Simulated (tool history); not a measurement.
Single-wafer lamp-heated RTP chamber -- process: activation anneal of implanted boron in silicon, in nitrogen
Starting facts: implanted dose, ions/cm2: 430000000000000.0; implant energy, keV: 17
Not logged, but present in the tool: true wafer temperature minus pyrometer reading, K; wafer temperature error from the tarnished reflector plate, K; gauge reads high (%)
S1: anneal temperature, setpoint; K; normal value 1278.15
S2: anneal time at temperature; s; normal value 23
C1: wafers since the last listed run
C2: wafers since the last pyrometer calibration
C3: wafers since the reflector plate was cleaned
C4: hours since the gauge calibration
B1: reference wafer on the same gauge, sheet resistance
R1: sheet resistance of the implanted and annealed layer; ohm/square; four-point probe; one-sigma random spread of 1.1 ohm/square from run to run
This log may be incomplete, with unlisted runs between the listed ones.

{"run": 1, "hour": 0.0, "S1": 1278.15, "S2": 29, "C1": 0, "C2": 2398, "C3": 824, "C4": 1083.7, "B1": 250.18, "R1": 268.64}
{"run": 2, "hour": 64.5, "S1": 1278.15, "S2": 29, "C1": 685, "C2": 3083, "C3": 1509, "C4": 1148.2, "B1": 250.59, "R1": 268.77}
{"run": 3, "hour": 107.1, "S1": 1278.15, "S2": 23, "C1": 452, "C2": 3535, "C3": 1962, "C4": 1190.8, "B1": 249.61, "R1": 269.95}
{"run": 4, "hour": 138.1, "S1": 1278.15, "S2": 23, "C1": 329, "C2": 3865, "C3": 2291, "C4": 1221.8, "B1": 249.89, "R1": 270.55}
{"run": 5, "hour": 195.1, "S1": 1278.15, "S2": 23, "C1": 605, "C2": 4470, "C3": 2897, "C4": 1278.8, "B1": 250.04, "R1": 269.37}
{"run": 6, "hour": 233.3, "S1": 1278.15, "S2": 23, "C1": 405, "C2": 4876, "C3": 3302, "C4": 1317.0, "B1": 249.79, "R1": 268.72}
{"run": 7, "hour": 267.6, "S1": 1278.15, "S2": 23, "C1": 364, "C2": 5240, "C3": 3667, "C4": 1351.3, "B1": 249.72, "R1": 267.73}
{"run": 8, "hour": 324.1, "S1": 1278.15, "S2": 23, "C1": 600, "C2": 5840, "C3": 4267, "C4": 1407.8, "B1": 249.49, "R1": 268.89}
{"run": 9, "hour": 349.1, "S1": 1264.15, "S2": 26, "C1": 265, "C2": 6106, "C3": 4532, "C4": 1432.8, "B1": 249.68, "R1": 271.87}
{"hour": 420.0, "done": "pyrometer window cleaned and pyrometer calibrated"}
{"run": 10, "hour": 421.0, "S1": 1278.15, "S2": 23, "C1": 678, "C2": 11, "C3": 5211, "C4": 1504.7, "B1": 249.58, "R1": 267.83}
{"run": 11, "hour": 460.5, "S1": 1278.15, "S2": 17, "C1": 419, "C2": 430, "C3": 5631, "C4": 1544.2, "B1": 250.36, "R1": 270.16}
{"run": 12, "hour": 661.9, "S1": 1278.15, "S2": 17, "C1": 2139, "C2": 2569, "C3": 7770, "C4": 1745.6, "B1": 249.64, "R1": 270.13}
{"run": 13, "hour": 699.4, "S1": 1278.15, "S2": 23, "C1": 398, "C2": 2968, "C3": 8168, "C4": 1783.1, "B1": 249.85, "R1": 268.59}
{"run": 14, "hour": 743.5, "S1": 1278.15, "S2": 23, "C1": 468, "C2": 3436, "C3": 8637, "C4": 1827.2, "B1": 250.05, "R1": 270.78}
{"run": 15, "hour": 794.2, "S1": 1278.15, "S2": 23, "C1": 538, "C2": 3975, "C3": 9175, "C4": 1877.9, "B1": 249.61, "R1": 269.05}
{"run": 16, "hour": 852.4, "S1": 1261.15, "S2": 23, "C1": 618, "C2": 4593, "C3": 9794, "C4": 1936.1, "B1": 250.58, "R1": 276.07}
{"run": 17, "hour": 888.9, "S1": 1278.15, "S2": 23, "C1": 387, "C2": 4981, "C3": 10181, "C4": 1972.6, "B1": 249.83, "R1": 268.98}
{"run": 18, "hour": 930.9, "S1": 1278.15, "S2": 23, "C1": 446, "C2": 5427, "C3": 10627, "C4": 2014.6, "B1": 250.09, "R1": 268.86}
{"run": 19, "hour": 984.5, "S1": 1307.15, "S2": 36, "C1": 569, "C2": 5996, "C3": 11197, "C4": 2068.2, "B1": 249.88, "R1": 263.38}
{"run": 20, "hour": 1010.1, "S1": 1278.15, "S2": 23, "C1": 271, "C2": 6268, "C3": 11469, "C4": 2093.8, "B1": 249.92, "R1": 269.22}
{"hour": 1044.6, "done": "gauge calibrated"}
{"hour": 1064.1, "done": "reflector plate cleaned"}
{"hour": 1068.3, "done": "pyrometer window cleaned and pyrometer calibrated"}
{"run": 21, "hour": 1075.3, "S1": 1301.15, "S2": 34, "C1": 563, "C2": 74, "C3": 74, "C4": 30.7, "B1": 250.1, "R1": 262.87}
{"run": 22, "hour": 1111.2, "S1": 1270.15, "S2": 23, "C1": 381, "C2": 456, "C3": 456, "C4": 66.6, "B1": 250.0, "R1": 271.61}
{"run": 23, "hour": 1165.5, "S1": 1292.15, "S2": 28, "C1": 576, "C2": 1032, "C3": 1032, "C4": 120.9, "B1": 250.42, "R1": 265.11}
{"run": 24, "hour": 1211.5, "S1": 1278.15, "S2": 23, "C1": 488, "C2": 1521, "C3": 1521, "C4": 166.9, "B1": 250.2, "R1": 269.58}
{"run": 25, "hour": 1270.3, "S1": 1278.15, "S2": 23, "C1": 624, "C2": 2146, "C3": 2146, "C4": 225.7, "B1": 250.01, "R1": 268.71}
{"run": 26, "hour": 1309.2, "S1": 1288.15, "S2": 12, "C1": 413, "C2": 2559, "C3": 2559, "C4": 264.6, "B1": 249.84, "R1": 269.71}
{"run": 27, "hour": 1338.1, "S1": 1292.15, "S2": 12, "C1": 306, "C2": 2866, "C3": 2866, "C4": 293.5, "B1": 250.36, "R1": 267.77}
{"run": 28, "hour": 1382.6, "S1": 1254.15, "S2": 27, "C1": 472, "C2": 3338, "C3": 3338, "C4": 338.0, "B1": 249.71, "R1": 279.07}
{"run": 29, "hour": 1408.9, "S1": 1278.15, "S2": 23, "C1": 279, "C2": 3618, "C3": 3618, "C4": 364.3, "B1": 249.82, "R1": 268.19}
{"run": 30, "hour": 1434.9, "S1": 1278.15, "S2": 23, "C1": 276, "C2": 3894, "C3": 3894, "C4": 390.3, "B1": 250.13, "R1": 269.5}

Expected results for the next run?
{"run": 31, "hour": 1470.4, "S1": 1294.15, "S2": 28, "C1": 377, "C2": 4271, "C3": 4271, "C4": 425.8, "B1": "?", "R1": "?"}

B1: 249.84
R1: 264.86 ohm/square
On a tool with no hidden condition, and with the same random variation, this run would have come out at R1 264.86 ohm/square.

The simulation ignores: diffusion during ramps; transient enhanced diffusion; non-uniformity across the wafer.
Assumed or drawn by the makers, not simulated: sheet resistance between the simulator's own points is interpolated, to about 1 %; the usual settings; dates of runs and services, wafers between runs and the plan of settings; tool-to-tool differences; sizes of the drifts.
